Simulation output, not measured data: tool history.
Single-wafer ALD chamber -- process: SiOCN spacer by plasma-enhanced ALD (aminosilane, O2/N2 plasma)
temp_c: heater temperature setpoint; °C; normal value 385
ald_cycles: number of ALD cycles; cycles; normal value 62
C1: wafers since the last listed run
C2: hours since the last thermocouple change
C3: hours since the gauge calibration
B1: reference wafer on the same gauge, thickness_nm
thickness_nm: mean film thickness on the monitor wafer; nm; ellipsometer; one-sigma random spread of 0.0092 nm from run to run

Run 1, day 0.000: usual settings; C1 0; C2 603.8; C3 452.0; B1 3.441. Result: thickness_nm 3.695 nm.
Run 2, day 1.329: usual settings; C1 125; C2 635.7; C3 483.9; B1 3.440. Result: thickness_nm 3.678 nm.
Run 3, day 2.471: usual settings; C1 108; C2 663.1; C3 511.3; B1 3.440. Result: thickness_nm 3.707 nm.
Run 4, day 3.058: usual settings but ald_cycles 58 cycles; C1 55; C2 677.2; C3 525.4; B1 3.439. Result: thickness_nm 3.457 nm.
Run 5, day 4.550: usual settings but ald_cycles 58 cycles; C1 141; C2 713.0; C3 561.2; B1 3.439. Result: thickness_nm 3.454 nm.
Run 6, day 5.475: usual settings; C1 87; C2 735.2; C3 583.4; B1 3.440. Result: thickness_nm 3.694 nm.
Run 7, day 6.325: usual settings; C1 80; C2 755.6; C3 603.8; B1 3.442. Result: thickness_nm 3.707 nm.
Run 8, day 7.638: usual settings; C1 124; C2 787.1; C3 635.3; B1 3.441. Result: thickness_nm 3.686 nm.
Run 9, day 9.071: usual settings; C1 135; C2 821.5; C3 669.7; B1 3.440. Result: thickness_nm 3.704 nm.
Run 10, day 10.417: usual settings but temp_c 389 °C, ald_cycles 56 cycles; C1 127; C2 853.8; C3 702.0; B1 3.440. Result: thickness_nm 3.343 nm.
Run 11, day 11.846: usual settings but ald_cycles 67 cycles; C1 135; C2 888.1; C3 736.3; B1 3.439. Result: thickness_nm 3.973 nm.
Run 12, day 12.417: usual settings but ald_cycles 67 cycles; C1 54; C2 901.8; C3 750.0; B1 3.438. Result: thickness_nm 3.985 nm.
Run 13, day 13.275: usual settings but ald_cycles 67 cycles; C1 81; C2 922.4; C3 770.6; B1 3.441. Result: thickness_nm 3.981 nm.
Run 14, day 13.992: usual settings; C1 67; C2 939.6; C3 787.8; B1 3.438. Result: thickness_nm 3.681 nm.
Run 15, day 14.792: usual settings but ald_cycles 50 cycles; C1 75; C2 958.8; C3 807.0; B1 3.439. Result: thickness_nm 2.970 nm.
Run 16, day 16.154: usual settings but temp_c 380 °C, ald_cycles 72 cycles; C1 129; C2 991.5; C3 839.7; B1 3.440. Result: thickness_nm 4.265 nm.
Run 17, day 17.146: usual settings but temp_c 372 °C, ald_cycles 73 cycles; C1 93; C2 1015.3; C3 863.5; B1 3.442. Result: thickness_nm 4.353 nm.
Run 18, day 18.621: usual settings; C1 139; C2 1050.7; C3 898.9; B1 3.443. Result: thickness_nm 3.692 nm.
At day 19.446: thermocouple changed; heater temperature recalibrated.
At day 19.638: gauge calibrated.
Run 19, day 20.092: usual settings but temp_c 397 °C, ald_cycles 54 cycles; C1 107; C2 15.5; C3 10.9; B1 3.439. Result: thickness_nm 3.208 nm.
Run 20, day 20.925: usual settings but temp_c 394 °C, ald_cycles 50 cycles; C1 78; C2 35.5; C3 30.9; B1 3.439. Result: thickness_nm 2.971 nm.
Run 21, day 21.738: usual settings; C1 76; C2 55.0; C3 50.4; B1 3.442. Result: thickness_nm 3.711 nm.
Run 22, day 22.408: usual settings; C1 63; C2 71.1; C3 66.5; B1 3.440. Result: thickness_nm 3.675 nm.
Run 23, day 23.104: usual settings but temp_c 371 °C, ald_cycles 73 cycles; C1 65; C2 87.8; C3 83.2; B1 3.436. Result: thickness_nm 4.334 nm.
Run 24, day 24.529: usual settings but temp_c 380 °C, ald_cycles 52 cycles; C1 134; C2 122.0; C3 117.4; B1 3.438. Result: thickness_nm 3.087 nm.
Run 25, day 25.558: usual settings but ald_cycles 57 cycles; C1 97; C2 146.7; C3 142.1; B1 3.442. Result: thickness_nm 3.392 nm.
Run 26, day 26.612: usual settings; C1 99; C2 172.0; C3 167.4; B1 3.440. Result: thickness_nm 3.691 nm.
Run 27, day 30.308: usual settings; C1 350; C2 260.7; C3 256.1; B1 3.440. Result: thickness_nm 3.697 nm.
Run 28, day 30.871: usual settings but temp_c 377 °C, ald_cycles 72 cycles; C1 53; C2 274.2; C3 269.6; B1 3.440. Result: thickness_nm 4.306 nm.

3 options for the next run, each taken on its own from the tool as it stands now. Forecast them:
Run A, day 30.892: usual settings; C1 1; C2 274.7; C3 270.1; B1 ?. Result: thickness_nm ?.
Run B, day 30.892: usual settings but temp_c 372 °C; C1 1; C2 274.7; C3 270.1; B1 ?. Result: thickness_nm ?.
Run C, day 30.892: usual settings but temp_c 375 °C, ald_cycles 57 cycles; C1 1; C2 274.7; C3 270.1; B1 ?. Result: thickness_nm ?.

run     B1  thickness_nm
  A  3.440         3.691
  B  3.440         3.691
  C  3.440         3.393
What these runs would have given with no unlogged condition in the tool:
run  thickness_nm
  A         3.691
  B         3.691
  C         3.393
